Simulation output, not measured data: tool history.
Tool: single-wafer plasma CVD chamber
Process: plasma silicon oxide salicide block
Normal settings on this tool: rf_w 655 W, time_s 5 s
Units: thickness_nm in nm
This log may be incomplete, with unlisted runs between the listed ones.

| run | hour | rf_w | time_s | read-back reference wafer on the same gauge, thickness_nm | thickness_nm |
|---|---|---|---|---|---|
| 1 | 0 | 730 | 5 | 51.035 | 56.154 |
| 2 | 200.4 | 655 | 5 | 51.061 | 54.657 |
| 3 | 253.1 | 655 | 5 | 51.169 | 54.494 |
| 4 | 289.1 | 655 | 5 | 51.068 | 54.364 |
| 5 | 349.3 | 655 | 5 | 51.063 | 54.128 |
| 6 | 438.7 | 655 | 5 | 51.132 | 54.483 |
| 7 | 526.5 | 655 | 5 | 51.059 | 54.669 |
|  | 541.6 | RF generator calibrated |
| 8 | 605.6 | 615 | 4.41 | 51.132 | 46.806 |
|  | 643.8 | gauge calibrated |
| 9 | 701.6 | 615 | 4.41 | 51.112 | 46.81 |
|  | 757.1 | RF generator calibrated, repeated, since the last time left the tool worse |
| 10 | 757.6 | 770 | 5.59 | 51.14 | 64.551 |
| 11 | 789.8 | 605 | 5.84 | 51.071 | 63.332 |
| 12 | 897.6 | 655 | 5.92 | 51.065 | 65.375 |
| 13 | 982 | 655 | 5 | 51.069 | 55.394 |
| 14 | 1039.7 | 655 | 5 | 51.06 | 55.202 |
| 15 | 1108.8 | 725 | 4 | 51.088 | 45.225 |
|  | 1152 | showerhead replaced |
|  | 1420.7 | gauge calibrated |
| 16 | 1429.9 | 655 | 4.47 | 51.094 | 48.832 |
| 17 | 1514.9 | 545 | 5.56 | 51.126 | 57.773 |
| 18 | 1599.9 | 595 | 4.13 | 51.06 | 44.091 |
| 19 | 1651.6 | 545 | 4.7 | 51.078 | 48.866 |

What if the next run were any one of these 5? Each begins from the tool's condition after run 19:
| A | 1652 | 655 | 5 | ? | ? |
| B | 1652 | 745 | 5.83 | ? | ? |
| C | 1652 | 705 | 5 | ? | ? |
| D | 1652 | 585 | 4.42 | ? | ? |
| E | 1652 | 655 | 5.48 | ? | ? |

| run | read-back reference wafer on the same gauge, thickness_nm | thickness_nm |
|---|---|---|
| A | 51.102 | 54.682 |
| B | 51.102 | 65.95 |
| C | 51.102 | 55.744 |
| D | 51.102 | 46.948 |
| E | 51.102 | 59.931 |
With no hidden state in the tool, these same runs would have given:
| run | thickness_nm |
|---|---|
| A | 55.217 |
| B | 66.596 |
| C | 56.29 |
| D | 47.407 |
| E | 60.518 |
